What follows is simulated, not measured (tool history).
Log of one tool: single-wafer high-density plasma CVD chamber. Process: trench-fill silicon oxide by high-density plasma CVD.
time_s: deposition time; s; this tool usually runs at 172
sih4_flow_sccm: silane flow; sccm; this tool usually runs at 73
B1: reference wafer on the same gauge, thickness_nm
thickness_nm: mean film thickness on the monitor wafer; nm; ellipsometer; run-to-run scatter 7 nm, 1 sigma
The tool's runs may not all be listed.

Run 1, hour 0.0: usual settings but time_s 163 s, sih4_flow_sccm 65 sccm; B1 1392.032. Result: thickness_nm 1040.446 nm.
Run 2, hour 44.3: usual settings; B1 1388.998. Result: thickness_nm 1212.266 nm.
At hour 81.3: gauge calibrated.
Run 3, hour 104.7: usual settings; B1 1389.761. Result: thickness_nm 1207.262 nm.
Run 4, hour 133.6: usual settings; B1 1388.996. Result: thickness_nm 1201.250 nm.
Run 5, hour 175.8: usual settings; B1 1389.535. Result: thickness_nm 1213.013 nm.
Run 6, hour 243.7: usual settings but time_s 164 s; B1 1389.087. Result: thickness_nm 1162.693 nm.
Run 7, hour 304.8: usual settings but time_s 164 s; B1 1392.882. Result: thickness_nm 1151.938 nm.
Run 8, hour 352.2: usual settings; B1 1390.431. Result: thickness_nm 1200.366 nm.
Run 9, hour 395.4: usual settings but time_s 189 s; B1 1389.795. Result: thickness_nm 1326.479 nm.
Run 10, hour 448.9: usual settings but time_s 147 s; B1 1390.423. Result: thickness_nm 1018.467 nm.
Run 11, hour 515.7: usual settings but time_s 147 s; B1 1391.349. Result: thickness_nm 1028.380 nm.
Run 12, hour 556.6: usual settings but sih4_flow_sccm 66 sccm; B1 1387.507. Result: thickness_nm 1091.882 nm.
Run 13, hour 583.9: usual settings but sih4_flow_sccm 66 sccm; B1 1389.475. Result: thickness_nm 1091.864 nm.
Run 14, hour 620.5: usual settings but sih4_flow_sccm 66 sccm; B1 1390.947. Result: thickness_nm 1085.601 nm.
Run 15, hour 651.8: usual settings but sih4_flow_sccm 65 sccm; B1 1389.582. Result: thickness_nm 1067.855 nm.
Run 16, hour 679.0: usual settings but sih4_flow_sccm 65 sccm; B1 1390.050. Result: thickness_nm 1072.610 nm.
Run 17, hour 745.2: usual settings; B1 1390.138. Result: thickness_nm 1194.960 nm.
At hour 784.1: silane flow controller replaced.
Run 18, hour 864.9: usual settings; B1 1391.972. Result: thickness_nm 1268.188 nm.
Run 19, hour 908.8: usual settings but time_s 151 s; B1 1388.792. Result: thickness_nm 1107.865 nm.
Run 20, hour 935.9: usual settings; B1 1390.884. Result: thickness_nm 1260.140 nm.
At hour 944.4: gauge calibrated.
Run 21, hour 1001.1: usual settings but sih4_flow_sccm 66 sccm; B1 1388.257. Result: thickness_nm 1141.179 nm.
Run 22, hour 1064.9: usual settings but time_s 194 s, sih4_flow_sccm 68 sccm; B1 1387.781. Result: thickness_nm 1324.074 nm.
Run 23, hour 1102.1: usual settings but time_s 190 s, sih4_flow_sccm 60 sccm; B1 1392.117. Result: thickness_nm 1161.163 nm.
Run 24, hour 1157.6: usual settings but sih4_flow_sccm 63 sccm; B1 1390.780. Result: thickness_nm 1082.864 nm.
Run 25, hour 1197.8: usual settings but time_s 156 s; B1 1390.701. Result: thickness_nm 1128.723 nm.
Run 26, hour 1234.6: usual settings but sih4_flow_sccm 84 sccm; B1 1391.166. Result: thickness_nm 1403.066 nm.
Run 27, hour 1301.9: usual settings but time_s 141 s, sih4_flow_sccm 67 sccm; B1 1391.583. Result: thickness_nm 944.907 nm.
Run 28, hour 1334.1: usual settings but time_s 152 s, sih4_flow_sccm 68 sccm; B1 1389.289. Result: thickness_nm 1019.471 nm.
Run 29, hour 1387.7: usual settings but sih4_flow_sccm 68 sccm; B1 1390.532. Result: thickness_nm 1165.030 nm.
Run 30, hour 1452.1: usual settings but time_s 203 s, sih4_flow_sccm 85 sccm; B1 1389.693. Result: thickness_nm 1668.328 nm.
Run 31, hour 1516.3: usual settings but time_s 192 s, sih4_flow_sccm 77 sccm; B1 1389.481. Result: thickness_nm 1435.728 nm.
Run 32, hour 1584.6: usual settings; B1 1388.004. Result: thickness_nm 1230.589 nm.
Run 33, hour 1647.3: usual settings; B1 1389.639. Result: thickness_nm 1237.118 nm.
Run 34, hour 1678.5: usual settings but time_s 156 s, sih4_flow_sccm 67 sccm; B1 1388.705. Result: thickness_nm 1041.851 nm.
Run 35, hour 1738.4: usual settings but time_s 189 s; B1 1390.481. Result: thickness_nm 1342.844 nm.
Run 36, hour 1787.4: usual settings but sih4_flow_sccm 69 sccm; B1 1391.134. Result: thickness_nm 1175.571 nm.

Each run again, without the hidden state but with its own random variation kept:
The tool's hidden condition here consists of: delivered silane flow above the setpoint (%); gauge reads high (%).
run  thickness_nm
  1      1080.908
  2      1260.672
  3      1257.184
  4      1251.743
  5      1265.210
  6      1214.594
  7      1205.032
  8      1257.046
  9      1390.481
 10      1068.912
 11      1080.962
 12      1148.785
 13      1149.484
 14      1143.849
 15      1125.957
 16      1131.677
 17      1262.682
 18      1273.843
 19      1113.872
 20      1267.724
 21      1149.686
 22      1335.811
 23      1172.412
 24      1094.688
 25      1142.057
 26      1420.791
 27       958.263
 28      1034.616
 29      1183.737
 30      1697.531
 31      1462.937
 32      1255.810
 33      1264.232
 34      1065.424
 35      1375.057
 36      1205.086
